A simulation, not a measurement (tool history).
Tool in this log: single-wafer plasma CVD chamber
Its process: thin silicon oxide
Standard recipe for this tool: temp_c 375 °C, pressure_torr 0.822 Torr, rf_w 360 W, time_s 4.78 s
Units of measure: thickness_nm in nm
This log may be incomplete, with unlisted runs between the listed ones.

| run | hour | temp_c | pressure_torr | rf_w | time_s | read-back reference wafer on the same gauge, thickness_nm | thickness_nm |
|---|---|---|---|---|---|---|---|
| 1 | 0 | 387 | 0.691 | 360 | 4.78 | 9.154 | 7.605 |
| 2 | 57.5 | 375 | 0.822 | 360 | 4.78 | 9.139 | 9.11 |
| 3 | 120.1 | 375 | 0.822 | 360 | 4.78 | 9.142 | 9.146 |
| 4 | 171.8 | 375 | 0.822 | 360 | 4.78 | 9.137 | 9.085 |
| 5 | 217.2 | 375 | 0.822 | 360 | 4.78 | 9.134 | 9.102 |
| 6 | 278.1 | 375 | 0.822 | 360 | 4.78 | 9.135 | 9.103 |
| 7 | 347.3 | 375 | 0.822 | 360 | 4.78 | 9.141 | 9.062 |
| 8 | 416.3 | 375 | 0.822 | 360 | 4.78 | 9.149 | 9.029 |
|  | 436 | capacitance manometer re-zeroed and calibrated |
| 9 | 463 | 375 | 0.822 | 360 | 4.78 | 9.139 | 9.104 |
| 10 | 494.2 | 375 | 0.822 | 360 | 4.78 | 9.139 | 9.07 |
|  | 626.4 | gauge calibrated |
| 11 | 642.9 | 375 | 0.822 | 395 | 4.78 | 9.139 | 9.436 |
| 12 | 679.3 | 384 | 0.822 | 360 | 5.62 | 9.146 | 10.615 |
| 13 | 771.3 | 375 | 0.691 | 360 | 5.3 | 9.138 | 8.412 |
| 14 | 805 | 375 | 0.822 | 360 | 4.78 | 9.137 | 8.997 |
|  | 814 | showerhead replaced, of another model than before |
| 15 | 852.5 | 375 | 0.822 | 360 | 4.78 | 9.134 | 8.786 |
| 16 | 884.7 | 363 | 0.892 | 330 | 4.48 | 9.133 | 8.007 |
| 17 | 960 | 386 | 0.822 | 360 | 5.12 | 9.129 | 9.405 |
| 18 | 1028.8 | 375 | 0.822 | 360 | 4.78 | 9.145 | 8.742 |
|  | 1052 | RF generator calibrated |
|  | 1055.4 | thermocouple changed; heater temperature recalibrated |
| 19 | 1076.7 | 375 | 0.822 | 295 | 4.78 | 9.132 | 7.764 |
| 20 | 1144.7 | 375 | 0.647 | 360 | 4.78 | 9.142 | 8.251 |
| 21 | 1191 | 387 | 0.886 | 360 | 4.78 | 9.142 | 9.491 |
| 22 | 1222.8 | 375 | 0.822 | 360 | 4.78 | 9.135 | 9.183 |
| 23 | 1288.1 | 375 | 0.984 | 360 | 5.06 | 9.139 | 10.526 |
| 24 | 1319.5 | 375 | 0.822 | 360 | 4.78 | 9.144 | 9.199 |
| 25 | 1379.4 | 375 | 0.822 | 360 | 4.78 | 9.141 | 9.097 |
| 26 | 1434.9 | 387 | 0.7 | 325 | 5.06 | 9.137 | 8.096 |
| 27 | 1488.3 | 375 | 0.822 | 330 | 4.78 | 9.143 | 8.417 |
| 28 | 1516.8 | 365 | 0.822 | 330 | 5.21 | 9.143 | 9.222 |
| 29 | 1558.4 | 375 | 0.822 | 360 | 4.78 | 9.135 | 9.009 |

Forecast each of these 3 alternatives for the next run:
| A | 1558.8 | 375 | 0.822 | 390 | 4.78 | ? | ? |
| B | 1558.8 | 385 | 0.822 | 360 | 4.78 | ? | ? |
| C | 1558.8 | 375 | 0.675 | 405 | 5.45 | ? | ? |

| run | read-back reference wafer on the same gauge, thickness_nm | thickness_nm |
|---|---|---|
| A | 9.146 | 9.549 |
| B | 9.146 | 8.969 |
| C | 9.146 | 10.15 |
The same runs, with their run-to-run variation unchanged, on a tool lacking any hidden condition would have given:
| run | thickness_nm |
|---|---|
| A | 9.869 |
| B | 9.298 |
| C | 10.484 |

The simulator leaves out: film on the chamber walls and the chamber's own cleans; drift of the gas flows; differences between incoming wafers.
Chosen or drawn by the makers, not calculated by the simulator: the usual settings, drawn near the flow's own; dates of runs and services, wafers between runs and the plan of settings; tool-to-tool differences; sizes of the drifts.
